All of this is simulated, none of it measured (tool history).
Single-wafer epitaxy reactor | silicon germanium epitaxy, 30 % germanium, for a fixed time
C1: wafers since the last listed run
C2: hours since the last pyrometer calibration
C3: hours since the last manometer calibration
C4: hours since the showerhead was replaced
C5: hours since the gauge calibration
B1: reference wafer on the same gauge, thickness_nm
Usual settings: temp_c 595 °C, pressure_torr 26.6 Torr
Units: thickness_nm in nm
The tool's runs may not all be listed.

Run 1, day 0.000: usual settings but pressure_torr 24.3 Torr; C1 0; C2 2521.6; C3 2725.7; C4 4190.7; C5 435.6; B1 56.254. Result: thickness_nm 69.178 nm.
Run 2, day 0.338: usual settings; C1 168; C2 2529.7; C3 2733.8; C4 4198.8; C5 443.7; B1 56.150. Result: thickness_nm 71.793 nm.
Run 3, day 0.933: usual settings but pressure_torr 21.6 Torr; C1 296; C2 2544.0; C3 2748.1; C4 4213.1; C5 458.0; B1 56.199. Result: thickness_nm 65.627 nm.
Run 4, day 1.492: usual settings but pressure_torr 21.6 Torr; C1 277; C2 2557.4; C3 2761.5; C4 4226.5; C5 471.4; B1 56.116. Result: thickness_nm 65.040 nm.
Run 5, day 1.925: usual settings; C1 215; C2 2567.8; C3 2771.9; C4 4236.9; C5 481.8; B1 56.215. Result: thickness_nm 71.322 nm.
Run 6, day 2.450: usual settings; C1 261; C2 2580.4; C3 2784.5; C4 4249.5; C5 494.4; B1 56.192. Result: thickness_nm 71.545 nm.
Run 7, day 2.967: usual settings; C1 257; C2 2592.8; C3 2796.9; C4 4261.9; C5 506.8; B1 56.254. Result: thickness_nm 71.746 nm.
At day 3.175: gauge calibrated.
Run 8, day 3.546: usual settings but pressure_torr 28.4 Torr; C1 288; C2 2606.7; C3 2810.8; C4 4275.8; C5 8.9; B1 56.215. Result: thickness_nm 73.577 nm.
At day 4.050: pyrometer calibrated.
Run 9, day 4.071: usual settings but pressure_torr 28.4 Torr; C1 95; C2 0.5; C3 2823.4; C4 4288.4; C5 21.5; B1 56.273. Result: thickness_nm 65.669 nm.
Run 10, day 4.638: usual settings but pressure_torr 28.4 Torr; C1 282; C2 14.1; C3 2837.0; C4 4302.0; C5 35.1; B1 56.173. Result: thickness_nm 65.959 nm.
At day 5.004: showerhead replaced.
Run 11, day 5.025: usual settings; C1 26; C2 23.4; C3 2846.3; C4 0.5; C5 44.4; B1 56.135. Result: thickness_nm 64.011 nm.
Run 12, day 5.192: usual settings but temp_c 586 °C, pressure_torr 20.6 Torr; C1 82; C2 27.4; C3 2850.3; C4 4.5; C5 48.4; B1 56.206. Result: thickness_nm 49.394 nm.
At day 5.846: capacitance manometer re-zeroed and calibrated.
Run 13, day 5.867: usual settings but temp_c 603 °C, pressure_torr 33.2 Torr; C1 170; C2 43.6; C3 0.5; C4 20.7; C5 64.6; B1 56.191. Result: thickness_nm 80.453 nm.
Run 14, day 5.879: usual settings but pressure_torr 22.6 Torr; C1 6; C2 43.9; C3 0.8; C4 21.0; C5 64.9; B1 56.157. Result: thickness_nm 59.984 nm.
Run 15, day 6.408: usual settings but temp_c 604 °C, pressure_torr 30.0 Torr; C1 263; C2 56.6; C3 13.5; C4 33.7; C5 77.6; B1 56.268. Result: thickness_nm 78.324 nm.
Run 16, day 7.125: usual settings; C1 356; C2 73.8; C3 30.7; C4 50.9; C5 94.8; B1 56.194. Result: thickness_nm 64.608 nm.
Run 17, day 7.550: usual settings but temp_c 607 °C, pressure_torr 30.0 Torr; C1 211; C2 84.0; C3 40.9; C4 61.1; C5 105.0; B1 56.185. Result: thickness_nm 83.181 nm.
Run 18, day 8.008: usual settings but temp_c 586 °C; C1 228; C2 95.0; C3 51.9; C4 72.1; C5 116.0; B1 56.099. Result: thickness_nm 56.046 nm.
Run 19, day 8.371: usual settings but temp_c 607 °C, pressure_torr 30.0 Torr; C1 180; C2 103.7; C3 60.6; C4 80.8; C5 124.7; B1 56.243. Result: thickness_nm 82.345 nm.
Run 20, day 9.117: usual settings but pressure_torr 30.9 Torr; C1 371; C2 121.6; C3 78.5; C4 98.7; C5 142.6; B1 56.207. Result: thickness_nm 69.077 nm.
Run 21, day 9.575: usual settings but temp_c 609 °C, pressure_torr 33.2 Torr; C1 228; C2 132.6; C3 89.5; C4 109.7; C5 153.6; B1 56.236. Result: thickness_nm 89.578 nm.
Run 22, day 10.246: usual settings but temp_c 586 °C, pressure_torr 29.3 Torr; C1 333; C2 148.7; C3 105.6; C4 125.8; C5 169.7; B1 56.169. Result: thickness_nm 58.381 nm.
Run 23, day 10.788: usual settings; C1 269; C2 161.7; C3 118.6; C4 138.8; C5 182.7; B1 56.204. Result: thickness_nm 65.085 nm.
Run 24, day 11.529: usual settings; C1 369; C2 179.5; C3 136.4; C4 156.6; C5 200.5; B1 56.306. Result: thickness_nm 65.265 nm.
Run 25, day 12.025: usual settings but temp_c 590 °C, pressure_torr 30.1 Torr; C1 246; C2 191.4; C3 148.3; C4 168.5; C5 212.4; B1 56.257. Result: thickness_nm 63.646 nm.
Run 26, day 12.400: usual settings; C1 186; C2 200.4; C3 157.3; C4 177.5; C5 221.4; B1 56.216. Result: thickness_nm 64.934 nm.
Run 27, day 13.121: usual settings but temp_c 608 °C, pressure_torr 20.8 Torr; C1 358; C2 217.7; C3 174.6; C4 194.8; C5 238.7; B1 56.264. Result: thickness_nm 72.496 nm.
Run 28, day 13.462: usual settings but pressure_torr 20.8 Torr; C1 170; C2 225.9; C3 182.8; C4 203.0; C5 246.9; B1 56.239. Result: thickness_nm 58.664 nm.
Run 29, day 13.721: usual settings but temp_c 609 °C, pressure_torr 21.5 Torr; C1 128; C2 232.1; C3 189.0; C4 209.2; C5 253.1; B1 56.120. Result: thickness_nm 74.295 nm.
Run 30, day 14.212: usual settings but temp_c 591 °C, pressure_torr 31.0 Torr; C1 244; C2 243.9; C3 200.8; C4 221.0; C5 264.9; B1 56.202. Result: thickness_nm 66.018 nm.
Run 31, day 14.850: usual settings but temp_c 586 °C, pressure_torr 28.9 Torr; C1 317; C2 259.2; C3 216.1; C4 236.3; C5 280.2; B1 56.173. Result: thickness_nm 58.697 nm.
Run 32, day 15.508: usual settings; C1 327; C2 275.0; C3 231.9; C4 252.1; C5 296.0; B1 56.077. Result: thickness_nm 65.678 nm.
Run 33, day 16.088: usual settings; C1 288; C2 288.9; C3 245.8; C4 266.0; C5 309.9; B1 56.249. Result: thickness_nm 65.966 nm.
Run 34, day 16.342: usual settings; C1 126; C2 295.0; C3 251.9; C4 272.1; C5 316.0; B1 56.179. Result: thickness_nm 65.560 nm.

Forecast each of these 5 alternatives for the next run:
Run A, day 16.358: usual settings but pressure_torr 32.4 Torr; C1 8; C2 295.4; C3 252.3; C4 272.5; C5 316.4; B1 ?. Result: thickness_nm ?.
Run B, day 16.358: usual settings but temp_c 603 °C, pressure_torr 23.7 Torr; C1 8; C2 295.4; C3 252.3; C4 272.5; C5 316.4; B1 ?. Result: thickness_nm ?.
Run C, day 16.358: usual settings but temp_c 600 °C, pressure_torr 22.7 Torr; C1 8; C2 295.4; C3 252.3; C4 272.5; C5 316.4; B1 ?. Result: thickness_nm ?.
Run D, day 16.358: usual settings but temp_c 581 °C, pressure_torr 30.4 Torr; C1 8; C2 295.4; C3 252.3; C4 272.5; C5 316.4; B1 ?. Result: thickness_nm ?.
Run E, day 16.358: usual settings but pressure_torr 31.2 Torr; C1 8; C2 295.4; C3 252.3; C4 272.5; C5 316.4; B1 ?. Result: thickness_nm ?.

run      B1  thickness_nm
  A  56.301        71.575
  B  56.301        71.038
  C  56.301        66.432
  D  56.301        55.327
  E  56.301        70.422
Without the tool's hidden state the same runs would have given:
run  thickness_nm
  A        69.448
  B        68.960
  C        64.477
  D        53.636
  E        68.329
